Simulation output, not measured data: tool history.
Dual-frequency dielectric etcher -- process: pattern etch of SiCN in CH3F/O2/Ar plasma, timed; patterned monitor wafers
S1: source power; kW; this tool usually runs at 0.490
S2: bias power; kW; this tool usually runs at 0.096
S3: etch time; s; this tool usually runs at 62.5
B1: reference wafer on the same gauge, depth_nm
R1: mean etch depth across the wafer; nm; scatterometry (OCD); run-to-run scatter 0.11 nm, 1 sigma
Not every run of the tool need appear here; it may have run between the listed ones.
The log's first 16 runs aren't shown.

run	hour	S1	S2	S3	B1	R1
# hour 1436.5: gauge calibrated
17	1491.9	0.570	0.096	79.0	29.84	39.64
18	1561.4	0.540	0.096	74.0	29.81	36.56
19	1613.2	0.530	0.096	53.0	29.79	26.26
# hour 1623.0: source power generator calibrated
# hour 1776.3: wet clean of the chamber
20	1842.0	0.560	0.073	53.5	29.83	23.71
21	1891.0	0.570	0.105	74.0	29.79	38.33
22	1992.3	0.570	0.081	62.5	29.79	29.35
23	2029.7	0.490	0.105	69.5	29.75	34.42
24	2085.9	0.490	0.096	69.5	29.83	33.52
25	2139.1	0.490	0.096	62.5	29.81	30.18
26	2224.0	0.490	0.096	62.5	29.79	30.56
# hour 2323.6: wet clean of the chamber
27	2330.8	0.570	0.081	70.5	29.79	32.42
28	2400.8	0.490	0.105	69.5	29.82	33.97
29	2452.2	0.490	0.096	55.5	29.82	26.30
30	2543.6	0.560	0.078	70.5	29.78	32.17

3 options for the next run, each taken on its own from the tool as it stands now. Forecast them:
A	2544.0	0.490	0.096	62.5	?	?
B	2544.0	0.490	0.106	69.5	?	?
C	2544.0	0.490	0.088	62.5	?	?

run	B1	R1
A	29.80	29.62
B	29.80	34.27
C	29.80	28.62
With the hidden condition removed and each run's random variation left untouched, the same runs would have given:
run	R1
A	29.18
B	33.77
C	28.19
